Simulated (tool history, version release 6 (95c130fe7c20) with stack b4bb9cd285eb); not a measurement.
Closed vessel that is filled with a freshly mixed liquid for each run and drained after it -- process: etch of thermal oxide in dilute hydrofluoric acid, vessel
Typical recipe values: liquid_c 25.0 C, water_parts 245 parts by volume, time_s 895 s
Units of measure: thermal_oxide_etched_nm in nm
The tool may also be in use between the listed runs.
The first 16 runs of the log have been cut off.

run	hour	liquid_c	water_parts	time_s	read-back film thickness of the thermal oxide reference wafer, read on the same gauge (nm)	thermal_oxide_etched_nm
17	437.6	25.0	245	895	70.00	16.55
# hour 452.6: gauge calibrated
18	459.6	25.0	245	895	69.99	16.60
19	473.7	26.5	185	545	70.00	15.15
20	509.3	25.0	245	895	69.98	16.67
21	542.0	25.0	245	895	70.01	16.67
# hour 572.2: hydrofluoric acid flow meter replaced
22	624.2	20.0	325	365	70.01	4.00
23	644.1	26.5	180	895	69.98	25.51
24	674.6	20.0	295	465	70.00	5.72
25	690.4	28.5	130	895	69.99	40.95
26	708.1	25.0	360	1140	69.99	12.91
27	734.0	26.5	205	440	70.00	10.89
28	761.1	30.0	210	415	69.98	11.26
29	790.5	25.0	245	895	70.01	16.80
30	829.0	25.0	245	895	70.01	16.69
31	855.0	22.5	175	1405	69.98	36.27
32	872.5	25.0	245	895	69.98	16.66
33	885.0	23.0	165	525	70.00	14.78

5 ways to go on from here, each from the tool as it stands after run 33. What would each give?
A	885.9	25.0	245	895	?	?
B	885.9	20.5	245	1045	?	?
C	885.9	20.5	245	1195	?	?
D	885.9	25.0	195	895	?	?
E	885.9	25.0	245	570	?	?

run	read-back film thickness of the thermal oxide reference wafer, read on the same gauge (nm)	thermal_oxide_etched_nm
A	69.99	16.75
B	69.99	16.60
C	69.99	18.99
D	69.99	22.21
E	69.99	10.67
Take away the tool's hidden state, keep each run's random variation, and the runs would have read:
run	thermal_oxide_etched_nm
A	16.57
B	16.43
C	18.78
D	21.98
E	10.56

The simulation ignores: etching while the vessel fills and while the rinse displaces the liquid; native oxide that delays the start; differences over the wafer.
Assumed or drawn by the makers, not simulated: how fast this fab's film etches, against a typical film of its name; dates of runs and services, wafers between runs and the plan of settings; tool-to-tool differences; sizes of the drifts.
